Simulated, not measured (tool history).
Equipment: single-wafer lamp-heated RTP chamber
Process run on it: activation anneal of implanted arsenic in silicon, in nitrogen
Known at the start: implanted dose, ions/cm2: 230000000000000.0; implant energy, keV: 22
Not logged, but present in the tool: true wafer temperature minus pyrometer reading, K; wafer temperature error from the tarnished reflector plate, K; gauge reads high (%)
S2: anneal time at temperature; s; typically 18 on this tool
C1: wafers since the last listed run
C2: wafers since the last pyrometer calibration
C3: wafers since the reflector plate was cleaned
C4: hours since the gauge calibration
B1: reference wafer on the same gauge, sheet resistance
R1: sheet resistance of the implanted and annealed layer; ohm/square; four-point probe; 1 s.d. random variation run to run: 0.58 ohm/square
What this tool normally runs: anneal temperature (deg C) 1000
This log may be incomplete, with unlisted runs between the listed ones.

run 1 hour=0 | anneal_temperature_(deg_C)=1000 S2=25 | C1=0 C2=1118 C3=2631 C4=541 | B1=319.02 | R1=384.08
run 2 hour=49.9 | anneal_temperature_(deg_C)=1000 S2=25 | C1=673 C2=1791 C3=3305 C4=590.9 | B1=319.03 | R1=382.87
run 3 hour=74.2 | anneal_temperature_(deg_C)=1000 S2=25 | C1=327 C2=2119 C3=3632 C4=615.2 | B1=318.97 | R1=384.11
-- hour=102.2 pyrometer window cleaned and pyrometer calibrated
run 4 hour=144.8 | anneal_temperature_(deg_C)=1000 S2=13 | C1=844 C2=575 C3=4477 C4=685.8 | B1=319.09 | R1=385.96
run 5 hour=175.1 | anneal_temperature_(deg_C)=1000 S2=13 | C1=408 C2=983 C3=4886 C4=716.1 | B1=318.68 | R1=386.48
run 6 hour=221.3 | anneal_temperature_(deg_C)=994 S2=18 | C1=623 C2=1607 C3=5509 C4=762.3 | B1=319.17 | R1=387.46
run 7 hour=262.9 | anneal_temperature_(deg_C)=982 S2=18 | C1=561 C2=2168 C3=6070 C4=803.9 | B1=319.09 | R1=387.21
-- hour=294.3 pyrometer window cleaned and pyrometer calibrated
-- hour=296.1 gauge calibrated
run 8 hour=297.3 | anneal_temperature_(deg_C)=982 S2=18 | C1=356 C2=40 C3=6426 C4=1.2 | B1=319.27 | R1=387.1
run 9 hour=331.9 | anneal_temperature_(deg_C)=974 S2=8 | C1=466 C2=507 C3=6893 C4=35.8 | B1=319.14 | R1=390.84
run 10 hour=378.5 | anneal_temperature_(deg_C)=1000 S2=10 | C1=628 C2=1135 C3=7521 C4=82.4 | B1=319.1 | R1=387.03
run 11 hour=443.6 | anneal_temperature_(deg_C)=1026 S2=28 | C1=878 C2=2014 C3=8400 C4=147.5 | B1=318.94 | R1=379.65
-- hour=467.3 pyrometer window cleaned and pyrometer calibrated
-- hour=500.4 reflector plate cleaned
run 12 hour=500.9 | anneal_temperature_(deg_C)=974 S2=23 | C1=557 C2=345 C3=7 C4=204.8 | B1=319.08 | R1=387.18
run 13 hour=573 | anneal_temperature_(deg_C)=976 S2=12 | C1=972 C2=1318 C3=980 C4=276.9 | B1=319.15 | R1=388.85
run 14 hour=597.7 | anneal_temperature_(deg_C)=981 S2=12 | C1=333 C2=1651 C3=1313 C4=301.6 | B1=319.15 | R1=389.69
-- hour=646.7 pyrometer window cleaned and pyrometer calibrated
run 15 hour=647.2 | anneal_temperature_(deg_C)=1000 S2=25 | C1=559 C2=7 C3=1873 C4=351.1 | B1=319.03 | R1=384.15
-- hour=800 pyrometer window cleaned and pyrometer calibrated
run 16 hour=819.3 | anneal_temperature_(deg_C)=1000 S2=18 | C1=2213 C2=260 C3=4086 C4=523.2 | B1=319.07 | R1=384.61

Below are 5 alternative next runs, each starting from the tool's condition after run 16. Predict each:
run A hour=819.7 | anneal_temperature_(deg_C)=1000 S2=18 | C1=5 C2=266 C3=4092 C4=523.6 | B1=? | R1=?
run B hour=819.7 | anneal_temperature_(deg_C)=984 S2=8 | C1=5 C2=266 C3=4092 C4=523.6 | B1=? | R1=?
run C hour=819.7 | anneal_temperature_(deg_C)=1009 S2=13 | C1=5 C2=266 C3=4092 C4=523.6 | B1=? | R1=?
run D hour=819.7 | anneal_temperature_(deg_C)=1000 S2=7 | C1=5 C2=266 C3=4092 C4=523.6 | B1=? | R1=?
run E hour=819.7 | anneal_temperature_(deg_C)=1016 S2=27 | C1=5 C2=266 C3=4092 C4=523.6 | B1=? | R1=?

run=A B1=318.85 R1=384.81
run=B B1=318.85 R1=389
run=C B1=318.85 R1=385.3
run=D B1=318.85 R1=388.34
run=E B1=318.85 R1=381.15
Stripped of hidden state, with their random variation kept, the same runs would have yielded:
run=A R1=384.81
run=B R1=389
run=C R1=385.3
run=D R1=388.34
run=E R1=381.15
